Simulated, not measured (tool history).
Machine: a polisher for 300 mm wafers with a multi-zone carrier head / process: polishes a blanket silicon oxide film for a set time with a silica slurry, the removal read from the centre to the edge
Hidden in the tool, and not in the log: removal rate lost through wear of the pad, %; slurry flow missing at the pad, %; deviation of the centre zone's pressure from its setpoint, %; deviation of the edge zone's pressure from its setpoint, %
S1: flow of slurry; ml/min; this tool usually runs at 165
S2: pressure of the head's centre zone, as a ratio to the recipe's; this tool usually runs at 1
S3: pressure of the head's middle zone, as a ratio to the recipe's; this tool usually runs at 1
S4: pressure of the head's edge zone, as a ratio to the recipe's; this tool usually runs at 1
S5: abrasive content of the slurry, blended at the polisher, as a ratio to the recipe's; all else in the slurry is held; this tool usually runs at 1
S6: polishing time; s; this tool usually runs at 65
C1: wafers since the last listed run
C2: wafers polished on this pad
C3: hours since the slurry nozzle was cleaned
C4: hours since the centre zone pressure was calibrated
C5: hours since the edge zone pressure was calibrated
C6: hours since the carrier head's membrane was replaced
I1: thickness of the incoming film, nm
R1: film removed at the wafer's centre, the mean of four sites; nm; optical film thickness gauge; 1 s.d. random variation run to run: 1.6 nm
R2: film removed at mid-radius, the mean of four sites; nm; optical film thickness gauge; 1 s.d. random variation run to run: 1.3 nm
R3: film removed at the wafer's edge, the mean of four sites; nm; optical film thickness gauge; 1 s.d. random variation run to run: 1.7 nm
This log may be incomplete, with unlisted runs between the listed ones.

run 1 day=0 | S1=165 S2=1 S3=1 S4=1 S5=1.1 S6=65 | C1=0 C2=297 C3=509.6 C4=993.4 C5=581.4 C6=881.7 | I1=966.8 | R1=123.4 R2=125.4 R3=134.3
run 2 day=0.467 | S1=165 S2=1 S3=1 S4=1 S5=1 S6=65 | C1=85 C2=382 C3=520.8 C4=1004.6 C5=592.6 C6=892.9 | I1=961.2 | R1=118.5 R2=121.5 R3=129.5
run 3 day=0.771 | S1=165 S2=1 S3=1 S4=1 S5=1 S6=65 | C1=55 C2=437 C3=528.1 C4=1011.9 C5=599.9 C6=900.2 | I1=957 | R1=116.9 R2=124.3 R3=128.3
run 4 day=1.258 | S1=150 S2=1 S3=1 S4=1 S5=1 S6=65 | C1=88 C2=526 C3=539.8 C4=1023.6 C5=611.6 C6=911.9 | I1=958 | R1=115.4 R2=122 R3=125.4
run 5 day=1.754 | S1=150 S2=1 S3=1 S4=1 S5=1 S6=65 | C1=90 C2=617 C3=551.7 C4=1035.5 C5=623.5 C6=923.8 | I1=974.3 | R1=115.6 R2=118.7 R3=128.1
run 6 day=2.117 | S1=150 S2=1 S3=1 S4=1 S5=1 S6=65 | C1=66 C2=683 C3=560.4 C4=1044.2 C5=632.2 C6=932.5 | I1=980.7 | R1=113.4 R2=117.2 R3=127.5
run 7 day=2.758 | S1=165 S2=1 S3=1 S4=1 S5=1 S6=65 | C1=116 C2=800 C3=575.8 C4=1059.6 C5=647.6 C6=947.9 | I1=962.6 | R1=115.9 R2=122.6 R3=126.2
run 8 day=3.467 | S1=165 S2=1 S3=1 S4=1 S5=1 S6=65 | C1=129 C2=929 C3=592.8 C4=1076.6 C5=664.6 C6=964.9 | I1=969.6 | R1=117.1 R2=123 R3=130.5
-- day=3.838 carrier head's membrane replaced by a new one
-- day=4.579 slurry nozzle cleaned
run 9 day=4.733 | S1=165 S2=1.06 S3=1 S4=0.9 S5=1 S6=65 | C1=185 C2=1114 C3=3.7 C4=1107 C5=695 C6=21.5 | I1=958 | R1=136.9 R2=134.7 R3=131
-- day=4.833 centre zone pressure recalibrated
-- day=4.942 edge zone pressure recalibrated
run 10 day=5.292 | S1=115 S2=1 S3=1 S4=1.07 S5=1 S6=65 | C1=71 C2=1185 C3=17.1 C4=11 C5=8.4 C6=34.9 | I1=958.7 | R1=118.9 R2=128.1 R3=133.1
run 11 day=5.9 | S1=195 S2=1 S3=0.93 S4=1 S5=1 S6=65 | C1=110 C2=1296 C3=31.7 C4=25.6 C5=23 C6=49.5 | I1=949.2 | R1=135.4 R2=127.3 R3=139.5
run 12 day=6.467 | S1=165 S2=1 S3=1 S4=1 S5=1 S6=65 | C1=103 C2=1400 C3=45.3 C4=39.2 C5=36.6 C6=63.1 | I1=972 | R1=129.1 R2=134 R3=140.4
-- day=6.833 worn pad replaced by a new one
run 13 day=6.971 | S1=115 S2=1 S3=1 S4=0.88 S5=0.75 S6=65 | C1=61 C2=24 C3=57.4 C4=51.3 C5=48.7 C6=75.2 | I1=963.7 | R1=108 R2=112.2 R3=108.4
run 14 day=7.638 | S1=165 S2=1 S3=1 S4=1 S5=1 S6=65 | C1=121 C2=146 C3=73.4 C4=67.3 C5=64.7 C6=91.2 | I1=955.7 | R1=127.7 R2=131.4 R3=132.9

Run 15 comes next. What will it give?
run 15 day=8.242 | S1=125 S2=1 S3=1 S4=1 S5=0.8 S6=65 | C1=110 C2=256 C3=87.9 C4=81.8 C5=79.2 C6=105.7 | I1=967.8 | R1=? R2=? R3=?

R1: 111.3 nm
R2: 116.1 nm
R3: 118.9 nm
Take away the tool's hidden state, keep the run-to-run variation as it was, and the same run would have given R1 115.7 nm, R2 120.1 nm, R3 121.7 nm.
